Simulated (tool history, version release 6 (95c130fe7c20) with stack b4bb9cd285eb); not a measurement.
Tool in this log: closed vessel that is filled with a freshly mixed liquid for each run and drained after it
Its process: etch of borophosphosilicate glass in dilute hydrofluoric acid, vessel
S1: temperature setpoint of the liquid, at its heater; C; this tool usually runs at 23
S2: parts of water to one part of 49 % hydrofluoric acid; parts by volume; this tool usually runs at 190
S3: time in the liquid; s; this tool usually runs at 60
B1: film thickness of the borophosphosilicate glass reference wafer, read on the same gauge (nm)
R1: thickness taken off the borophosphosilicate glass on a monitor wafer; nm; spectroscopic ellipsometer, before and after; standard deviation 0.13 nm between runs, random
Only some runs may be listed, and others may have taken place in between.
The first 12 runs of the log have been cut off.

run	day	S1	S2	S3	B1	R1
13	31.275	23	190	60	39.99	13.95
14	32.279	23	190	60	40.01	14.11
15	34.508	23	190	60	40.02	14.41
16	36.783	23	190	60	39.99	14.29
17	39.404	24.5	190	35	39.99	9
18	41.625	23	190	60	39.98	14.45
19	44.617	26.5	140	60	39.99	24.48
20	47.058	24.5	125	40	39.98	17.29
# day 47.842: hydrofluoric acid flow meter replaced
21	49.45	23	215	60	40	11.5
22	51.983	24.5	115	90	39.98	38.95
# day 52.238: gauge calibrated
23	53.896	24.5	190	35	40.02	8.49
24	55.629	23	190	60	39.99	13.91
# day 56.842: thermometer replaced
25	57.262	23	190	60	39.98	12.84
26	59.062	23	230	30	40.01	5.29
27	61.85	20.5	190	60	39.99	12.18
28	66.496	21	265	90	40.01	12.56
29	68.275	23	190	60	40.01	13.83
30	70.8	23	190	30	40.01	6.84
31	72.075	23	190	60	40.01	13.99
32	74.45	19.5	130	70	40.01	22.44
33	76.312	27	125	75	39.99	33.62

What if the next run were any one of these 3? Each begins from the tool's condition after run 33:
A	76.342	23	190	40	?	?
B	76.342	23	130	60	?	?
C	76.342	26.5	230	30	?	?

run	B1	R1
A	40.01	9.44
B	40.01	22.06
C	40.01	6.37
The same runs, with their run-to-run variation unchanged, on a tool lacking any hidden condition would have given:
run	R1
A	8.46
B	19.81
C	5.7

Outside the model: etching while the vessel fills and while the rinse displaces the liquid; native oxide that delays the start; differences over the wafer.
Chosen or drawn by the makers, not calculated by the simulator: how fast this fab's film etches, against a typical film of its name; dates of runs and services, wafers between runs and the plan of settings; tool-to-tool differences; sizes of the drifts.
